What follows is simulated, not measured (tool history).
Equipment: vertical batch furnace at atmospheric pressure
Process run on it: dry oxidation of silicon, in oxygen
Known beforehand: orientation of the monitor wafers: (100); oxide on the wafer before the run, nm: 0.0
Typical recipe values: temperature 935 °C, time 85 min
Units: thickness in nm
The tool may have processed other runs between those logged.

| run | day | temperature | time | read-back reference wafer on the same gauge, thickness | thickness |
|---|---|---|---|---|---|
| 1 | 0 | 935 | 118.5 | 33.4 | 43.17 |
| 2 | 0.596 | 935 | 118.5 | 33.38 | 43.23 |
| 3 | 1.167 | 935 | 118.5 | 33.41 | 43.46 |
| 4 | 1.608 | 935 | 85 | 33.4 | 34.22 |
| 5 | 2.317 | 935 | 85 | 33.39 | 34.4 |
| 6 | 3.071 | 935 | 85 | 33.4 | 34.41 |
| 7 | 3.758 | 935 | 85 | 33.4 | 34.38 |
| 8 | 4.517 | 935 | 66.5 | 33.4 | 29.12 |
| 9 | 5.154 | 935 | 66.5 | 33.4 | 29.02 |
| 10 | 5.446 | 935 | 85 | 33.38 | 34.41 |
|  | 6.883 | thermocouples replaced and temperature profile calibrated |
|  | 7.175 | boat lift adjusted |
| 11 | 7.196 | 935 | 85 | 33.38 | 32.34 |
| 12 | 7.379 | 935 | 85 | 33.41 | 32.26 |
| 13 | 7.562 | 935 | 85 | 33.4 | 32.39 |
| 14 | 7.746 | 935 | 85 | 33.39 | 32.32 |
| 15 | 7.929 | 935 | 85 | 33.38 | 32.41 |
| 16 | 8.108 | 935 | 85 | 33.39 | 32.49 |
| 17 | 8.442 | 935 | 85 | 33.39 | 32.33 |
| 18 | 8.983 | 935 | 85 | 33.41 | 32.32 |
| 19 | 9.55 | 926 | 112 | 33.38 | 35.74 |
| 20 | 10.125 | 915 | 64 | 33.41 | 21.99 |
| 21 | 10.554 | 952 | 61.5 | 33.38 | 31.16 |
| 22 | 11.008 | 928 | 85 | 33.4 | 30.12 |
| 23 | 11.321 | 935 | 85 | 33.42 | 32.39 |
|  | 11.471 | gauge calibrated |
| 24 | 11.929 | 911 | 64 | 33.41 | 21.12 |
| 25 | 12.625 | 919 | 65.5 | 33.39 | 23.1 |
| 26 | 12.983 | 949 | 57 | 33.41 | 28.89 |
| 27 | 13.642 | 920 | 73 | 33.4 | 25.16 |
| 28 | 14.154 | 952 | 116 | 33.41 | 48.26 |
| 29 | 14.533 | 943 | 98.5 | 33.39 | 39.03 |
| 30 | 14.825 | 935 | 85 | 33.4 | 32.31 |
| 31 | 15.404 | 942 | 71 | 33.4 | 30.99 |
| 32 | 15.696 | 935 | 85 | 33.4 | 32.4 |
| 33 | 16.208 | 920 | 85 | 33.41 | 27.91 |
| 34 | 17.471 | 921 | 120.5 | 33.42 | 35.8 |
| 35 | 18.071 | 917 | 100.5 | 33.4 | 30.34 |
| 36 | 18.833 | 916 | 45.5 | 33.39 | 17.76 |
| 37 | 19.504 | 935 | 85 | 33.42 | 32.42 |
| 38 | 19.829 | 953 | 49 | 33.41 | 27.23 |

3 ways to go on from here, each from the tool as it stands after run 38. What would each give?
| A | 20.017 | 935 | 85 | ? | ? |
| B | 20.017 | 916 | 125 | ? | ? |
| C | 20.017 | 925 | 72 | ? | ? |

| run | read-back reference wafer on the same gauge, thickness | thickness |
|---|---|---|
| A | 33.42 | 32.47 |
| B | 33.42 | 34.93 |
| C | 33.42 | 26.25 |
Without the tool's unlogged condition, the same runs would have read:
| run | thickness |
|---|---|
| A | 32.29 |
| B | 34.74 |
| C | 26.11 |

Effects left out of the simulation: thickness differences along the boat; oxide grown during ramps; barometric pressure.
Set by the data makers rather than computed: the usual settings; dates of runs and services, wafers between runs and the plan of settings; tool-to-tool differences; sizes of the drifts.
